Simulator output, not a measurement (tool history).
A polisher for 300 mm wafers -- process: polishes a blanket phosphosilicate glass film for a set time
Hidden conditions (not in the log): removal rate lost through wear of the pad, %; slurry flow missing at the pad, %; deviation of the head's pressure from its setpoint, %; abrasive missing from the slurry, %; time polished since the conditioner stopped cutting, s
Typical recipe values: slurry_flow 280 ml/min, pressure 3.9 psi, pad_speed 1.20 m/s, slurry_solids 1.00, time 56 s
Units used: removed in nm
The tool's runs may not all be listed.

run	day	slurry_flow	pressure	pad_speed	slurry_solids	time	wafers since the last listed run	wafers polished on this pad	hours since the slurry nozzle was cleaned	hours since the head pressure was calibrated	hours since the slurry blender was calibrated	hours since the conditioning disc was replaced	incoming thickness of the incoming film, nm	removed
1	0.000	350	2.9	1.20	0.90	56	0	2231	149.6	217.2	209.4	129.2	1937.0	575.8
# day 2.825: worn pad replaced by a new one, of another model than before
2	2.879	240	3.9	1.20	1.00	56	722	14	218.7	286.3	278.5	198.3	1893.5	766.6
# day 3.746: slurry blender recalibrated
# day 4.267: conditioning disc replaced and pad reconditioned
3	4.288	280	3.2	0.98	1.00	56	330	345	252.5	320.1	13.0	0.5	1906.1	642.5
4	5.500	280	3.9	1.20	1.00	56	322	667	281.6	349.2	42.1	29.6	1924.1	751.0
5	6.212	225	3.3	1.56	1.00	44	189	857	298.7	366.3	59.2	46.7	1908.8	624.4
6	6.838	280	3.9	1.20	1.00	47	166	1024	313.7	381.3	74.2	61.7	1921.1	639.5
7	7.804	235	3.9	1.20	1.00	44	257	1281	336.9	404.5	97.4	84.9	1899.5	582.6
8	8.738	185	4.7	1.20	1.25	70	248	1529	359.3	426.9	119.8	107.3	1943.4	1147.3
9	9.879	280	3.9	1.20	1.00	56	303	1833	386.7	454.3	147.2	134.7	1907.1	750.4
10	11.304	280	3.9	1.20	1.00	56	379	2213	420.9	488.5	181.4	168.9	1888.8	760.5
11	11.946	280	5.0	1.20	1.20	56	170	2383	436.3	503.9	196.8	184.3	1946.4	937.8
12	13.354	195	3.9	1.20	0.85	68	374	2758	470.1	537.7	230.6	218.1	1886.3	795.7
# day 14.250: worn pad replaced by a new one
13	14.304	280	3.9	1.20	1.00	56	208	14	492.9	560.5	253.4	240.9	1904.8	779.6
# day 14.825: slurry blender recalibrated
# day 15.462: conditioning disc replaced and pad reconditioned
14	15.762	250	5.0	1.20	0.80	42	343	358	527.9	595.5	22.5	7.2	1907.3	541.0
15	16.821	340	3.9	1.60	1.25	65	281	639	553.3	620.9	47.9	32.6	1925.8	1163.4
16	21.133	280	3.9	1.20	1.00	56	1147	1787	656.8	724.4	151.4	136.1	1914.8	758.8
17	22.400	215	3.9	1.20	1.00	56	337	2124	687.2	754.8	181.8	166.5	1907.6	734.2
# day 23.733: worn pad replaced by a new one
18	23.867	280	3.9	1.20	1.00	41	346	35	722.4	790.0	217.0	201.7	1888.4	570.7
19	24.975	280	3.9	1.20	1.00	56	295	330	749.0	816.6	243.6	228.3	1891.5	770.9
# day 26.083: slurry nozzle cleaned
20	26.104	320	3.9	1.20	1.10	56	289	620	0.5	843.7	270.7	255.4	1904.2	800.7
# day 26.579: conditioning disc replaced and pad reconditioned
21	26.746	280	2.6	1.20	1.10	56	148	769	15.9	859.1	286.1	4.0	1887.8	685.1
# day 27.046: slurry blender recalibrated
22	27.296	280	4.3	1.20	1.00	71	124	893	29.1	872.3	6.0	17.2	1894.8	1003.3
23	27.854	280	3.9	1.20	0.80	72	148	1041	42.5	885.7	19.4	30.6	1908.7	817.3
24	29.050	280	3.9	1.20	1.00	73	318	1360	71.2	914.4	48.1	59.3	1877.2	972.2

Each row is a separate what-if for the run after 24, all from the same tool condition, not one after another. Results?
A	29.067	280	3.9	1.54	1.00	56	4	1364	71.6	914.8	48.5	59.7	1945.9	?
B	29.067	240	4.5	1.50	0.75	56	4	1364	71.6	914.8	48.5	59.7	1945.9	?
C	29.067	280	4.8	1.36	1.00	56	4	1364	71.6	914.8	48.5	59.7	1945.9	?
D	29.067	280	3.9	1.08	1.00	56	4	1364	71.6	914.8	48.5	59.7	1945.9	?
E	29.067	345	2.6	1.20	1.00	56	4	1364	71.6	914.8	48.5	59.7	1945.9	?

run	removed
A	857.6
B	706.5
C	884.2
D	722.2
E	657.9
Stripped of hidden state, with their random variation kept, the same runs would have yielded:
run	removed
A	883.7
B	727.9
C	911.0
D	744.1
E	677.9
